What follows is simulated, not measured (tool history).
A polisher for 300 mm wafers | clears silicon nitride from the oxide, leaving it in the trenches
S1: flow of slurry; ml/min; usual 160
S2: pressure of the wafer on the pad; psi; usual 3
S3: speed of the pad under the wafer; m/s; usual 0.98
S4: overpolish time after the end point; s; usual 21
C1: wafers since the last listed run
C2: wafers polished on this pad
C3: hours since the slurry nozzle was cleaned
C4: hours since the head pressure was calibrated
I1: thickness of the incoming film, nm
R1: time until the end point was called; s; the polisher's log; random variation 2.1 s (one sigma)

Run 1, day 0: usual settings; C1 0; C2 1270; C3 335.4; C4 142.6; I1 110.2. Result: R1 105.3 s.
At day 0.258: slurry nozzle cleaned.
At day 1.154: worn pad replaced by a new one.
Run 2, day 2.721: usual settings; C1 439; C2 274; C3 59.1; C4 207.9; I1 110. Result: R1 105.3 s.
Run 3, day 5.696: usual settings; C1 520; C2 794; C3 130.5; C4 279.3; I1 109.3. Result: R1 100.1 s.
At day 7.292: head pressure recalibrated.
At day 8.038: worn pad replaced by a new one.
Run 4, day 8.958: usual settings; C1 526; C2 161; C3 208.8; C4 40; I1 108.9. Result: R1 94.7 s.
Run 5, day 10.75: usual settings; C1 313; C2 474; C3 251.8; C4 83; I1 109.9. Result: R1 96.7 s.
At day 12.517: head pressure recalibrated, repeated, since the last time left the tool worse.
At day 12.858: slurry nozzle cleaned.
Run 6, day 13.333: usual settings but S2 3.7 psi; C1 429; C2 904; C3 11.4; C4 19.6; I1 111.6. Result: R1 89.9 s.
Run 7, day 15.333: usual settings but S2 3.7 psi; C1 349; C2 1254; C3 59.4; C4 67.6; I1 110.2. Result: R1 91.5 s.
At day 15.708: worn pad replaced by a new one.
Run 8, day 19.292: usual settings but S1 110 ml/min, S3 0.72 m/s, S4 31 s; C1 663; C2 626; C3 154.4; C4 162.6; I1 110.4. Result: R1 146.3 s.
At day 22.696: worn pad replaced by a new one.
Run 9, day 23.558: usual settings but S3 1.28 m/s, S4 17 s; C1 716; C2 151; C3 256.8; C4 265; I1 110. Result: R1 83.6 s.
At day 23.946: slurry nozzle cleaned.
At day 24.929: head pressure recalibrated.
Run 10, day 26.942: usual settings; C1 569; C2 720; C3 71.9; C4 48.3; I1 108.7. Result: R1 107.5 s.
Run 11, day 29.754: usual settings but S1 175 ml/min, S3 0.74 m/s; C1 491; C2 1212; C3 139.4; C4 115.8; I1 110.7. Result: R1 129.5 s.
At day 30.25: worn pad replaced by a new one.
Run 12, day 31.4: usual settings but S2 2.4 psi, S3 1.16 m/s; C1 258; C2 201; C3 178.9; C4 155.3; I1 109.7. Result: R1 113.8 s.
Run 13, day 33.467: usual settings; C1 361; C2 562; C3 228.5; C4 204.9; I1 111.5. Result: R1 107.3 s.
At day 36.75: slurry nozzle cleaned.
Run 14, day 37.479: usual settings but S2 3.7 psi, S3 0.88 m/s, S4 34 s; C1 694; C2 1256; C3 17.5; C4 301.2; I1 111.3. Result: R1 91 s.

How the hidden state differs across the entries between the runs, from the last listed run before each to the first after it:
Between runs 1 and 2: slurry nozzle cleaned (day 0.258); worn pad replaced by a new one (day 1.154)
  deviation of the head's pressure from its setpoint, %: 3.52 -> 4.88
  measured less the result without the state, R1: -3.7 -> -5.2 s
Between runs 3 and 4: head pressure recalibrated (day 7.292); worn pad replaced by a new one (day 8.038)
  deviation of the head's pressure from its setpoint, %: 6.38 -> 13.9
  measured less the result without the state, R1: -6.4 -> -13.1 s
Between runs 5 and 6: head pressure recalibrated, repeated, since the last time left the tool worse (day 12.517); slurry nozzle cleaned (day 12.858)
  deviation of the head's pressure from its setpoint, %: 14.8 -> 0.622
  measured less the result without the state, R1: -14.2 -> -0.6 s
Between runs 7 and 8: worn pad replaced by a new one (day 15.708)
  deviation of the head's pressure from its setpoint, %: 1.63 -> 3.62
  measured less the result without the state, R1: -1.5 -> -5.3 s
Between runs 8 and 9: worn pad replaced by a new one (day 22.696)
  deviation of the head's pressure from its setpoint, %: 3.62 -> 5.76
  measured less the result without the state, R1: -5.3 -> -4.9 s
Between runs 9 and 10: slurry nozzle cleaned (day 23.946); head pressure recalibrated (day 24.929)
  deviation of the head's pressure from its setpoint, %: 5.76 -> 2.2
  measured less the result without the state, R1: -4.9 -> -2.3 s
Between runs 11 and 12: worn pad replaced by a new one (day 30.25)
  deviation of the head's pressure from its setpoint, %: 3.62 -> 4.44
  measured less the result without the state, R1: -4.6 -> -5.1 s
Between runs 13 and 14: slurry nozzle cleaned (day 36.75)
  deviation of the head's pressure from its setpoint, %: 5.48 -> 7.5
  measured less the result without the state, R1: -5.9 -> -6.9 s

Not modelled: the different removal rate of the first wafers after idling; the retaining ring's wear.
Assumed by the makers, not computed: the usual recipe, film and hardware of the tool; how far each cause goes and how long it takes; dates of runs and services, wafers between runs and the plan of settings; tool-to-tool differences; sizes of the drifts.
